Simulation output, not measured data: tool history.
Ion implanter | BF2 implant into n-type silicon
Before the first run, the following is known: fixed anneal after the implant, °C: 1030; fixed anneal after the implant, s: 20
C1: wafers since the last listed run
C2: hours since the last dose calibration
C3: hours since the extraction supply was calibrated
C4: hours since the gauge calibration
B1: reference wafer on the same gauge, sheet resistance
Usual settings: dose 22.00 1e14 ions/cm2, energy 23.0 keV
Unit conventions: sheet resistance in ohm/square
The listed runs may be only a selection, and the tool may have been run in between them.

run 1 hour=0.0 | dose=22.00 energy=23.0 | C1=0 C2=974.5 C3=2171.3 C4=345.1 | B1=116.97 | sheet_resistance=123.03
run 2 hour=41.6 | dose=22.00 energy=23.0 | C1=878 C2=1016.1 C3=2212.9 C4=386.7 | B1=117.07 | sheet_resistance=123.05
run 3 hour=231.9 | dose=22.00 energy=23.0 | C1=4020 C2=1206.4 C3=2403.2 C4=577.0 | B1=117.00 | sheet_resistance=123.00
run 4 hour=258.7 | dose=22.00 energy=23.0 | C1=566 C2=1233.2 C3=2430.0 C4=603.8 | B1=117.01 | sheet_resistance=123.09
run 5 hour=308.2 | dose=19.83 energy=23.0 | C1=1045 C2=1282.7 C3=2479.5 C4=653.3 | B1=116.98 | sheet_resistance=124.12
run 6 hour=368.8 | dose=19.83 energy=23.0 | C1=1280 C2=1343.3 C3=2540.1 C4=713.9 | B1=117.01 | sheet_resistance=124.37
-- hour=396.5 gauge calibrated
run 7 hour=411.5 | dose=17.70 energy=23.0 | C1=902 C2=1386.0 C3=2582.8 C4=15.0 | B1=117.01 | sheet_resistance=126.29
run 8 hour=440.5 | dose=25.11 energy=23.0 | C1=612 C2=1415.0 C3=2611.8 C4=44.0 | B1=117.02 | sheet_resistance=121.85
run 9 hour=479.4 | dose=25.11 energy=23.0 | C1=821 C2=1453.9 C3=2650.7 C4=82.9 | B1=117.00 | sheet_resistance=122.02
run 10 hour=517.6 | dose=19.20 energy=23.0 | C1=807 C2=1492.1 C3=2688.9 C4=121.1 | B1=117.03 | sheet_resistance=125.12
run 11 hour=572.2 | dose=22.00 energy=17.5 | C1=1153 C2=1546.7 C3=2743.5 C4=175.7 | B1=116.99 | sheet_resistance=136.10
run 12 hour=609.3 | dose=22.00 energy=23.0 | C1=783 C2=1583.8 C3=2780.6 C4=212.8 | B1=117.00 | sheet_resistance=123.29
run 13 hour=637.6 | dose=22.00 energy=23.0 | C1=597 C2=1612.1 C3=2808.9 C4=241.1 | B1=116.98 | sheet_resistance=123.44
run 14 hour=692.4 | dose=25.12 energy=23.0 | C1=1157 C2=1666.9 C3=2863.7 C4=295.9 | B1=117.00 | sheet_resistance=122.36
run 15 hour=737.1 | dose=25.12 energy=23.0 | C1=944 C2=1711.6 C3=2908.4 C4=340.6 | B1=116.98 | sheet_resistance=122.51
run 16 hour=782.0 | dose=25.12 energy=23.0 | C1=948 C2=1756.5 C3=2953.3 C4=385.5 | B1=116.97 | sheet_resistance=122.29
run 17 hour=834.5 | dose=22.00 energy=23.0 | C1=1109 C2=1809.0 C3=3005.8 C4=438.0 | B1=116.98 | sheet_resistance=123.74
-- hour=865.5 Faraday cup replaced and dose calibrated
run 18 hour=876.2 | dose=22.00 energy=23.0 | C1=712 C2=10.7 C3=3047.5 C4=479.7 | B1=116.98 | sheet_resistance=123.79
run 19 hour=935.1 | dose=22.00 energy=23.0 | C1=1244 C2=69.6 C3=3106.4 C4=538.6 | B1=116.97 | sheet_resistance=123.26
run 20 hour=971.0 | dose=25.58 energy=26.5 | C1=758 C2=105.5 C3=3142.3 C4=574.5 | B1=116.95 | sheet_resistance=115.48
run 21 hour=1021.6 | dose=20.30 energy=26.0 | C1=1069 C2=156.1 C3=3192.9 C4=625.1 | B1=116.94 | sheet_resistance=118.72
run 22 hour=1073.5 | dose=19.63 energy=25.5 | C1=1096 C2=208.0 C3=3244.8 C4=677.0 | B1=116.96 | sheet_resistance=120.19
run 23 hour=1103.5 | dose=22.00 energy=17.0 | C1=633 C2=238.0 C3=3274.8 C4=707.0 | B1=116.98 | sheet_resistance=137.81

Expected results for the next run?
run 24 hour=1146.5 | dose=22.00 energy=23.0 | C1=908 C2=281.0 C3=3317.8 C4=750.0 | B1=? | sheet_resistance=?

B1: 117.04
sheet resistance: 123.93 ohm/square
With no hidden state in the tool, this same run would have given sheet resistance 121.96 ohm/square.

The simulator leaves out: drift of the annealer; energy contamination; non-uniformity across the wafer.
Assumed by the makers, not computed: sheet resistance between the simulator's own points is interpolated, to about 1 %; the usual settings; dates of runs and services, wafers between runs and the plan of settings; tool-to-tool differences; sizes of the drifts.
